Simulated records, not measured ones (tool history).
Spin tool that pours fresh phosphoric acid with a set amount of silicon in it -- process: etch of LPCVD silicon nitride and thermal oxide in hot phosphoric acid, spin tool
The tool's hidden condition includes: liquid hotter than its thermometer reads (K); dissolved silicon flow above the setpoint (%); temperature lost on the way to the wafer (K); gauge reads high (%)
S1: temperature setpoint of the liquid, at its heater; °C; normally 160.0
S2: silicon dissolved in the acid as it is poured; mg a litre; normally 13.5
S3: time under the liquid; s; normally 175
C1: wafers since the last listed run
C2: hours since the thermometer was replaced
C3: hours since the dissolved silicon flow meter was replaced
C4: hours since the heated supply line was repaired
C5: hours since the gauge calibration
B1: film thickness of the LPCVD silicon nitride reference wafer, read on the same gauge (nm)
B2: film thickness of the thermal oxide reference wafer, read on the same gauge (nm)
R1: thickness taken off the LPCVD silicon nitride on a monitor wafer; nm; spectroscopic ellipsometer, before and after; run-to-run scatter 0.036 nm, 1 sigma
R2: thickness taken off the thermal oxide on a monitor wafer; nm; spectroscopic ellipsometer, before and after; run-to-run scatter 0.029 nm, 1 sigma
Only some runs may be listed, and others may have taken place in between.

Run 1, hour 0.0: usual settings but S3 220 s; C1 0; C2 1074.8; C3 1724.4; C4 3740.6; C5 101.0; B1 120.02; B2 30.016. Result: R1 19.91 nm, R2 0.576 nm.
Run 2, hour 8.1: usual settings but S3 200 s; C1 70; C2 1082.9; C3 1732.5; C4 3748.7; C5 109.1; B1 120.00; B2 29.965. Result: R1 18.05 nm, R2 0.588 nm.
Run 3, hour 25.6: usual settings but S3 200 s; C1 153; C2 1100.4; C3 1750.0; C4 3766.2; C5 126.6; B1 119.97; B2 29.953. Result: R1 18.05 nm, R2 0.595 nm.
Run 4, hour 42.7: usual settings but S3 200 s; C1 149; C2 1117.5; C3 1767.1; C4 3783.3; C5 143.7; B1 120.01; B2 29.994. Result: R1 18.06 nm, R2 0.533 nm.
Run 5, hour 51.4: usual settings; C1 76; C2 1126.2; C3 1775.8; C4 3792.0; C5 152.4; B1 120.00; B2 29.978. Result: R1 15.82 nm, R2 0.429 nm.
At hour 68.4: dissolved silicon flow meter replaced.
Run 6, hour 81.6: usual settings but S3 130 s; C1 255; C2 1156.4; C3 13.2; C4 3822.2; C5 182.6; B1 119.98; B2 30.012. Result: R1 11.77 nm, R2 0.395 nm.
At hour 84.9: heated supply line repaired.
Run 7, hour 89.8: usual settings; C1 63; C2 1164.6; C3 21.4; C4 4.9; C5 190.8; B1 120.04; B2 29.998. Result: R1 15.99 nm, R2 0.465 nm.
Run 8, hour 98.8: usual settings but S2 10.0 mg a litre, S3 115 s; C1 78; C2 1173.6; C3 30.4; C4 13.9; C5 199.8; B1 120.01; B2 29.997. Result: R1 10.47 nm, R2 0.360 nm.
Run 9, hour 116.2: usual settings but S1 157.5 °C, S2 20.0 mg a litre, S3 95 s; C1 152; C2 1191.0; C3 47.8; C4 31.3; C5 217.2; B1 120.01; B2 30.002. Result: R1 7.92 nm, R2 0.177 nm.
Run 10, hour 126.4: usual settings; C1 89; C2 1201.2; C3 58.0; C4 41.5; C5 227.4; B1 120.01; B2 29.990. Result: R1 15.92 nm, R2 0.399 nm.
At hour 128.9: gauge calibrated.
Run 11, hour 133.7: usual settings but S1 157.5 °C, S2 16.5 mg a litre; C1 63; C2 1208.5; C3 65.3; C4 48.8; C5 4.8; B1 119.97; B2 29.991. Result: R1 14.63 nm, R2 0.354 nm.
Run 12, hour 144.1: usual settings but S2 3.0 mg a litre, S3 260 s; C1 91; C2 1218.9; C3 75.7; C4 59.2; C5 15.2; B1 119.99; B2 29.964. Result: R1 23.73 nm, R2 0.877 nm.
At hour 150.0: thermometer replaced.
Run 13, hour 152.3: usual settings; C1 63; C2 2.3; C3 83.9; C4 67.4; C5 23.4; B1 119.96; B2 30.019. Result: R1 14.91 nm, R2 0.412 nm.
Run 14, hour 163.4: usual settings but S1 162.0 °C, S3 95 s; C1 97; C2 13.4; C3 95.0; C4 78.5; C5 34.5; B1 120.00; B2 29.999. Result: R1 8.71 nm, R2 0.233 nm.
Run 15, hour 179.1: usual settings but S1 158.5 °C, S2 8.5 mg a litre, S3 85 s; C1 137; C2 29.1; C3 110.7; C4 94.2; C5 50.2; B1 120.04; B2 30.002. Result: R1 6.90 nm, R2 0.187 nm.
Run 16, hour 192.3: usual settings but S2 20.5 mg a litre; C1 115; C2 42.3; C3 123.9; C4 107.4; C5 63.4; B1 120.02; B2 29.987. Result: R1 14.99 nm, R2 0.363 nm.
Run 17, hour 206.5: usual settings; C1 124; C2 56.5; C3 138.1; C4 121.6; C5 77.6; B1 119.97; B2 29.991. Result: R1 14.94 nm, R2 0.391 nm.

Forecast each of these 3 alternatives for the next run:
Run A, hour 207.0: usual settings but S2 4.0 mg a litre; C1 4; C2 57.0; C3 138.6; C4 122.1; C5 78.1; B1 ?; B2 ?. Result: R1 ?, R2 ?.
Run B, hour 207.0: usual settings but S3 210 s; C1 4; C2 57.0; C3 138.6; C4 122.1; C5 78.1; B1 ?; B2 ?. Result: R1 ?, R2 ?.
Run C, hour 207.0: usual settings but S3 75 s; C1 4; C2 57.0; C3 138.6; C4 122.1; C5 78.1; B1 ?; B2 ?. Result: R1 ?, R2 ?.

run      B1      B2     R1     R2
  A  120.00  30.021  14.97  0.511
  B  120.00  30.021  17.96  0.499
  C  120.00  30.021   6.41  0.178
Stripped of hidden state, with their random variation kept, the same runs would have yielded:
run     R1     R2
  A  14.79  0.498
  B  17.75  0.486
  C   6.34  0.174
